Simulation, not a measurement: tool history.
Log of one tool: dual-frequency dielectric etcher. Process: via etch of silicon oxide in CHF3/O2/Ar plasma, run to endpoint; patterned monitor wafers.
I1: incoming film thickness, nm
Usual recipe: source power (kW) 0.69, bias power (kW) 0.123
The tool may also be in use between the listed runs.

{"run": 1, "hour": 0.0, "source power (kW)": 0.69, "bias power (kW)": 0.123, "I1": 821.9, "endpoint time (s)": 465.4}
{"run": 2, "hour": 39.6, "source power (kW)": 0.69, "bias power (kW)": 0.123, "I1": 826.1, "endpoint time (s)": 466.5}
{"run": 3, "hour": 88.8, "source power (kW)": 0.69, "bias power (kW)": 0.123, "I1": 808.8, "endpoint time (s)": 456.2}
{"run": 4, "hour": 114.7, "source power (kW)": 0.69, "bias power (kW)": 0.123, "I1": 816.5, "endpoint time (s)": 460.3}
{"run": 5, "hour": 147.6, "source power (kW)": 0.69, "bias power (kW)": 0.123, "I1": 825.4, "endpoint time (s)": 461.9}
{"hour": 290.1, "done": "wet clean of the chamber"}
{"run": 6, "hour": 316.4, "source power (kW)": 0.69, "bias power (kW)": 0.123, "I1": 821, "endpoint time (s)": 449.4}
{"run": 7, "hour": 381.6, "source power (kW)": 0.69, "bias power (kW)": 0.123, "I1": 825, "endpoint time (s)": 449}
{"run": 8, "hour": 415.0, "source power (kW)": 0.69, "bias power (kW)": 0.133, "I1": 823.5, "endpoint time (s)": 440.1}
{"run": 9, "hour": 455.2, "source power (kW)": 0.69, "bias power (kW)": 0.133, "I1": 818.9, "endpoint time (s)": 437.9}
{"run": 10, "hour": 492.8, "source power (kW)": 0.69, "bias power (kW)": 0.133, "I1": 815.8, "endpoint time (s)": 432.5}
{"run": 11, "hour": 518.6, "source power (kW)": 0.69, "bias power (kW)": 0.123, "I1": 825.6, "endpoint time (s)": 446.8}
{"run": 12, "hour": 545.2, "source power (kW)": 0.69, "bias power (kW)": 0.123, "I1": 824.1, "endpoint time (s)": 447.8}
{"hour": 603.5, "done": "wet clean of the chamber, repeated, since the last time left the tool worse"}
{"run": 13, "hour": 604.0, "source power (kW)": 0.69, "bias power (kW)": 0.123, "I1": 822.1, "endpoint time (s)": 469.2}
{"run": 14, "hour": 610.2, "source power (kW)": 0.69, "bias power (kW)": 0.123, "I1": 820.6, "endpoint time (s)": 471.2}
{"run": 15, "hour": 652.7, "source power (kW)": 0.53, "bias power (kW)": 0.106, "I1": 815, "endpoint time (s)": 512.5}
{"run": 16, "hour": 690.6, "source power (kW)": 0.69, "bias power (kW)": 0.123, "I1": 826.2, "endpoint time (s)": 472.4}
{"run": 17, "hour": 757.0, "source power (kW)": 0.69, "bias power (kW)": 0.123, "I1": 831.2, "endpoint time (s)": 472.8}
{"run": 18, "hour": 827.9, "source power (kW)": 0.73, "bias power (kW)": 0.123, "I1": 825, "endpoint time (s)": 459}
{"hour": 881.4, "done": "source power generator calibrated"}
{"run": 19, "hour": 886.4, "source power (kW)": 0.62, "bias power (kW)": 0.123, "I1": 828.5, "endpoint time (s)": 481.4}
{"run": 20, "hour": 939.2, "source power (kW)": 0.61, "bias power (kW)": 0.097, "I1": 821, "endpoint time (s)": 500.5}
{"hour": 1006.4, "done": "bias power generator calibrated"}
{"hour": 1020.2, "done": "upper electrode replaced"}
{"run": 21, "hour": 1020.7, "source power (kW)": 0.69, "bias power (kW)": 0.123, "I1": 817.1, "endpoint time (s)": 455.6}
{"run": 22, "hour": 1056.9, "source power (kW)": 0.69, "bias power (kW)": 0.123, "I1": 824.9, "endpoint time (s)": 458.9}
{"run": 23, "hour": 1159.4, "source power (kW)": 0.54, "bias power (kW)": 0.102, "I1": 812, "endpoint time (s)": 502.8}
{"hour": 1232.3, "done": "wet clean of the chamber"}
{"run": 24, "hour": 1232.8, "source power (kW)": 0.57, "bias power (kW)": 0.106, "I1": 822.6, "endpoint time (s)": 511.6}
{"run": 25, "hour": 1258.4, "source power (kW)": 0.76, "bias power (kW)": 0.102, "I1": 818.8, "endpoint time (s)": 470.8}
{"run": 26, "hour": 1329.7, "source power (kW)": 0.64, "bias power (kW)": 0.151, "I1": 827.3, "endpoint time (s)": 459.7}

Results for each run, recomputed without the tool's hidden state and with each run's random variation untouched:
The tool's hidden condition here consists of: etch rate over this chamber's usual, %; source power that arrives over what is set, %; bias power that arrives over what is set, %.
run=1 endpoint_time_(s)=470.2
run=2 endpoint_time_(s)=472.2
run=3 endpoint_time_(s)=463
run=4 endpoint_time_(s)=467.7
run=5 endpoint_time_(s)=470.1
run=6 endpoint_time_(s)=470
run=7 endpoint_time_(s)=471.2
run=8 endpoint_time_(s)=462.5
run=9 endpoint_time_(s)=461.1
run=10 endpoint_time_(s)=456.2
run=11 endpoint_time_(s)=471.9
run=12 endpoint_time_(s)=473.6
run=13 endpoint_time_(s)=469.3
run=14 endpoint_time_(s)=471.4
run=15 endpoint_time_(s)=513.8
run=16 endpoint_time_(s)=474.5
run=17 endpoint_time_(s)=476.4
run=18 endpoint_time_(s)=464.2
run=19 endpoint_time_(s)=488.3
run=20 endpoint_time_(s)=509
run=21 endpoint_time_(s)=465.1
run=22 endpoint_time_(s)=469.4
run=23 endpoint_time_(s)=516.9
run=24 endpoint_time_(s)=511.8
run=25 endpoint_time_(s)=471.6
run=26 endpoint_time_(s)=462.1

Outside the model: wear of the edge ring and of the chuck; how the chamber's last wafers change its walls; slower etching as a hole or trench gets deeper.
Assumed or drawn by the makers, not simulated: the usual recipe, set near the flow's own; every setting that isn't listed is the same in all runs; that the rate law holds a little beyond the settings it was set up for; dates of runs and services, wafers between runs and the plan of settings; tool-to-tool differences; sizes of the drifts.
